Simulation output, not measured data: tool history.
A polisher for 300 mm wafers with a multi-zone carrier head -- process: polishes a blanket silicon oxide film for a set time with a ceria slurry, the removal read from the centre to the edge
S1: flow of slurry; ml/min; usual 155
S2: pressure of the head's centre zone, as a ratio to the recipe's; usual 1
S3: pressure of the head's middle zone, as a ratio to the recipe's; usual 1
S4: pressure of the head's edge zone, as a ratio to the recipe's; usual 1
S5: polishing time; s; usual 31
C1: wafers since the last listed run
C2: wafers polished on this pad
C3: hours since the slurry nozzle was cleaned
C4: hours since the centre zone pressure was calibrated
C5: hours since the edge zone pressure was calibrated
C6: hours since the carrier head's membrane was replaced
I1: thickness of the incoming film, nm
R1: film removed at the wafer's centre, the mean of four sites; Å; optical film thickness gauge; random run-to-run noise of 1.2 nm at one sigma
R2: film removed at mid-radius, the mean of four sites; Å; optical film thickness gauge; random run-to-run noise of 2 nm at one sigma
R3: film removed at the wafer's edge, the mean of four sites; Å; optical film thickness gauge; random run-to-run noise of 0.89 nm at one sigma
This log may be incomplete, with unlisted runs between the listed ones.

| run | hour | S1 | S2 | S3 | S4 | S5 | C1 | C2 | C3 | C4 | C5 | C6 | I1 | R1 | R2 | R3 |
|---|---|---|---|---|---|---|---|---|---|---|---|---|---|---|---|---|
| 1 | 0 | 120 | 1 | 1 | 1 | 31 | 0 | 2130 | 112.4 | 1027.4 | 146.4 | 349.3 | 1434.5 | 1390 | 1326 | 1361 |
| 2 | 27.9 | 155 | 1 | 1 | 1 | 31 | 478 | 2608 | 140.3 | 1055.3 | 174.3 | 377.2 | 1440.8 | 1496 | 1423 | 1416 |
| 3 | 55.9 | 155 | 1 | 1 | 1 | 31 | 480 | 3089 | 168.3 | 1083.3 | 202.3 | 405.2 | 1428.3 | 1486 | 1416 | 1392 |
| 4 | 82 | 155 | 0.92 | 1 | 1 | 20 | 447 | 3536 | 194.4 | 1109.4 | 228.4 | 431.3 | 1417.5 | 885 | 908 | 902 |
| 5 | 162.7 | 155 | 1.07 | 1 | 1 | 31 | 1384 | 4921 | 275.1 | 1190.1 | 309.1 | 512 | 1416.7 | 1562 | 1412 | 1384 |
|  | 183.8 | worn pad replaced by a new one |
|  | 215.2 | edge zone pressure recalibrated |
| 6 | 224.6 | 155 | 1 | 1 | 1 | 31 | 959 | 666 | 337 | 1252 | 9.4 | 573.9 | 1441.5 | 1470 | 1397 | 1397 |
| 7 | 252.7 | 155 | 1 | 1 | 1 | 31 | 482 | 1148 | 365.1 | 1280.1 | 37.5 | 602 | 1425.5 | 1458 | 1378 | 1384 |
| 8 | 279.8 | 170 | 1 | 1 | 1 | 31 | 464 | 1613 | 392.2 | 1307.2 | 64.6 | 629.1 | 1446.9 | 1506 | 1408 | 1392 |
| 9 | 307.9 | 195 | 1 | 1 | 1 | 31 | 482 | 2095 | 420.3 | 1335.3 | 92.7 | 657.2 | 1424.3 | 1530 | 1453 | 1439 |
|  | 343.5 | slurry nozzle cleaned |
|  | 344.4 | centre zone pressure recalibrated |
| 10 | 351.7 | 155 | 1 | 0.89 | 0.94 | 31 | 720 | 2815 | 8.2 | 7.3 | 136.5 | 701 | 1431 | 1434 | 1317 | 1391 |
| 11 | 395.7 | 155 | 1 | 1 | 1 | 31 | 754 | 3570 | 52.2 | 51.3 | 180.5 | 745 | 1459.1 | 1432 | 1469 | 1444 |
| 12 | 450.7 | 155 | 1 | 1 | 1 | 31 | 943 | 4513 | 107.2 | 106.3 | 235.5 | 800 | 1434.8 | 1423 | 1443 | 1422 |
| 13 | 481.2 | 115 | 1 | 0.94 | 1.1 | 31 | 523 | 5037 | 137.7 | 136.8 | 266 | 830.5 | 1438.5 | 1282 | 1269 | 1396 |
|  | 523.4 | worn pad replaced by a new one |
| 14 | 523.9 | 105 | 1 | 1 | 1 | 31 | 663 | 8 | 180.4 | 179.5 | 308.7 | 873.2 | 1444.8 | 1242 | 1268 | 1310 |
| 15 | 576.5 | 155 | 1.11 | 1.09 | 1.07 | 31 | 902 | 910 | 233 | 232.1 | 361.3 | 925.8 | 1438 | 1569 | 1458 | 1447 |
|  | 598.2 | edge zone pressure recalibrated |
| 16 | 627.4 | 155 | 1 | 1 | 0.9 | 31 | 838 | 1749 | 283.9 | 283 | 29.2 | 976.7 | 1410 | 1389 | 1415 | 1327 |
| 17 | 662.8 | 155 | 1.06 | 1 | 0.95 | 31 | 607 | 2356 | 319.3 | 318.4 | 64.6 | 1012.1 | 1415.7 | 1472 | 1382 | 1350 |
| 18 | 701.7 | 155 | 1.07 | 1 | 1 | 27 | 667 | 3024 | 358.2 | 357.3 | 103.5 | 1051 | 1419.8 | 1278 | 1219 | 1212 |
|  | 705.7 | slurry nozzle cleaned |
| 19 | 729 | 155 | 1.08 | 1 | 1 | 36 | 451 | 3475 | 23.3 | 384.6 | 130.8 | 1078.3 | 1430.6 | 1849 | 1665 | 1657 |
| 20 | 770.5 | 155 | 0.96 | 1.1 | 1 | 31 | 712 | 4187 | 64.8 | 426.1 | 172.3 | 1119.8 | 1421.2 | 1397 | 1571 | 1438 |
| 21 | 796.6 | 155 | 1 | 1 | 1 | 31 | 447 | 4635 | 90.9 | 452.2 | 198.4 | 1145.9 | 1445.5 | 1447 | 1441 | 1421 |
| 22 | 834.7 | 105 | 0.91 | 0.97 | 1.03 | 31 | 653 | 5289 | 129 | 490.3 | 236.5 | 1184 | 1414.6 | 1169 | 1261 | 1341 |
|  | 849.3 | worn pad replaced by a new one |
| 23 | 902.2 | 155 | 0.96 | 1.05 | 1 | 31 | 1089 | 908 | 196.5 | 557.8 | 304 | 1251.5 | 1428.3 | 1369 | 1472 | 1397 |

Below, some changes in R1 between adjacent runs. For each, the amount present without the hidden state too (settings, incoming material, random variation) and the amount remaining for the hidden state with gauge scatter not shared by both compared results:
The tool's hidden condition here consists of: removal rate lost through wear of the pad, %; slurry flow missing at the pad, %; deviation of the centre zone's pressure from its setpoint, %; deviation of the edge zone's pressure from its setpoint, %.
Run 3 -> 4: S2 1 -> 0.92, S5 31 -> 20. R1 -601 Å: hidden state -13, all else -588.
Run 4 -> 5: S2 0.92 -> 1.07, S5 20 -> 31. R1 +677 Å: hidden state -2, all else +679.
Run 9 -> 10: S1 195 -> 155, S3 1 -> 0.89, S4 1 -> 0.94, slurry nozzle cleaned, centre zone pressure recalibrated. R1 -96 Å: hidden state -28, all else -68.
Run 18 -> 19: S2 1.07 -> 1.08, S5 27 -> 36, slurry nozzle cleaned. R1 +571 Å: hidden state +83, all else +488.

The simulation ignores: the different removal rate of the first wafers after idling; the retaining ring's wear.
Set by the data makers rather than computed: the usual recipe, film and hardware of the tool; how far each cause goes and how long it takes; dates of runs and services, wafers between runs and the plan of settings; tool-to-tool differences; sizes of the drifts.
